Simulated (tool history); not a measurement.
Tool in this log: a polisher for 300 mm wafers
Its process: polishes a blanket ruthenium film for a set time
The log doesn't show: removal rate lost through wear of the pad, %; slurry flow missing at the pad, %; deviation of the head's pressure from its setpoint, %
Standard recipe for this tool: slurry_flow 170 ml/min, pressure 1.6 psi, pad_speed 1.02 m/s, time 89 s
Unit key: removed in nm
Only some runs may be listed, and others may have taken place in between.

run,day,slurry_flow,pressure,pad_speed,time,wafers since the last listed run,wafers polished on this pad,hours since the slurry nozzle was cleaned,hours since the head pressure was calibrated,"incoming thickness of the incoming film, nm",removed
1,0.000,140,1.6,1.02,89,0,87,735.3,763.9,515.4,93.4
2,0.629,170,1.6,1.12,89,121,208,750.4,779.0,516.9,99.6
3,0.992,170,1.6,1.12,89,69,278,759.1,787.7,503.2,98.4
4,1.400,170,1.6,1.12,89,78,357,768.9,797.5,503.1,98.7
5,1.975,170,2.1,1.02,89,110,468,782.7,811.3,517.5,116.1
6,2.725,170,2.0,1.02,89,144,612,800.7,829.3,507.5,109.9
7,3.421,170,1.6,1.02,89,134,746,817.4,846.0,508.7,92.3
8,4.171,170,1.6,1.02,89,144,891,835.4,864.0,506.1,92.1

Estimate the outcome of run 9 from the log above:
9,4.829,145,2.1,1.02,107,126,1018,851.2,879.8,501.4,?

{"run 9": {"removed": 135.5}}
Take away the tool's hidden state, keep the run-to-run variation as it was, and the same run would have given removed 142.0 nm.
